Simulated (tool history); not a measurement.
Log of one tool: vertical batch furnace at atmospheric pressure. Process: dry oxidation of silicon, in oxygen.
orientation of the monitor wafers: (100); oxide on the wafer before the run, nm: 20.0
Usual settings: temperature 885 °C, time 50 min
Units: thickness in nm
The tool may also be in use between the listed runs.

run	hour	temperature	time	wafers since the last listed run	hours since the last temperature calibration	hours since the boat lift was adjusted	hours since the gauge calibration	read-back reference wafer on the same gauge, thickness	thickness
1	0	885	68	0	4039.7	1998.3	101.3	30.7	29.23
2	22.3	885	68	457	4062	2020.6	123.6	30.7	29.24
3	48.5	885	50	538	4088.2	2046.8	149.8	30.7	26.99
4	81	885	50	667	4120.7	2079.3	182.3	30.68	26.98
5	96.6	885	50	320	4136.3	2094.9	197.9	30.7	26.89
6	110.4	896	32.5	283	4150.1	2108.7	211.7	30.7	25.41
7	137.9	874	65.5	564	4177.6	2136.2	239.2	30.7	27.63
8	171.1	874	65.5	681	4210.8	2169.4	272.4	30.71	27.57
9	197	874	65.5	531	4236.7	2195.3	298.3	30.7	27.44
10	209.8	885	63	262	4249.5	2208.1	311.1	30.7	28.61
11	242.3	885	63	667	4282	2240.6	343.6	30.71	28.61
12	261.2	885	50	388	4300.9	2259.5	362.5	30.69	26.95
13	291.9	885	50	630	4331.6	2290.2	393.2	30.69	26.89
# hour 318.1: thermocouples replaced and temperature profile calibrated
14	323.6	885	50	158	5.5	2321.9	424.9	30.7	26.99
15	356.8	885	50	681	38.7	2355.1	458.1	30.7	26.97
16	382.6	890	50	529	64.5	2380.9	483.9	30.72	27.52
# hour 384: gauge calibrated
17	411.4	890	50	591	93.3	2409.7	27.4	30.7	27.39
# hour 445.8: boat lift adjusted
18	446.3	890	50	223	128.2	0.5	62.3	30.7	27.17
19	449.9	885	50	73	131.8	4.1	65.9	30.71	26.67
20	473.1	862	50	476	155	27.3	89.1	30.7	24.61
21	509	885	50	737	190.9	63.2	125	30.7	26.64
22	544.9	885	50	737	226.8	99.1	160.9	30.7	26.61
23	569	876	31.5	494	250.9	123.2	185	30.71	23.72
# hour 602.9: boat lift adjusted, repeated, since the last time left the tool worse
24	603.4	871	40	213	285.3	0.5	219.4	30.7	24.62
25	622.2	885	50	386	304.1	19.3	238.2	30.7	27.15
26	657.5	867	64	724	339.4	54.6	273.5	30.69	26.91
27	674.4	910	65	347	356.3	71.5	290.4	30.71	33.09
28	688	863	31.5	279	369.9	85.1	304	30.71	23.31
29	716.8	909	73	591	398.7	113.9	332.8	30.7	34.26
30	735.9	885	50	392	417.8	133	351.9	30.69	27.08
31	769.1	868	32.5	681	451	166.2	385.1	30.7	23.56
32	803.4	864	50	704	485.3	200.5	419.4	30.7	25.12
33	824.3	877	57	429	506.2	221.4	440.3	30.68	27.15
34	844.8	885	50	420	526.7	241.9	460.8	30.7	27.18
35	867.7	885	50	470	549.6	264.8	483.7	30.69	27.08
36	896	893	26.5	581	577.9	293.1	512	30.7	24.35
# hour 898.8: gauge calibrated
37	917.2	885	50	435	599.1	314.3	18.4	30.71	27.15
38	939.5	902	66	457	621.4	336.6	40.7	30.68	31.74

Forecast each of these 4 alternatives for the next run:
A	943.2	885	50	75	625.1	340.3	44.4	?	?
B	943.2	885	34	75	625.1	340.3	44.4	?	?
C	943.2	894	50	75	625.1	340.3	44.4	?	?
D	943.2	903	38.5	75	625.1	340.3	44.4	?	?

run	read-back reference wafer on the same gauge, thickness	thickness
A	30.7	27.11
B	30.7	24.92
C	30.7	28.13
D	30.7	27.25
Without the tool's hidden state the same runs would have given:
run	thickness
A	27.17
B	24.96
C	28.2
D	27.31

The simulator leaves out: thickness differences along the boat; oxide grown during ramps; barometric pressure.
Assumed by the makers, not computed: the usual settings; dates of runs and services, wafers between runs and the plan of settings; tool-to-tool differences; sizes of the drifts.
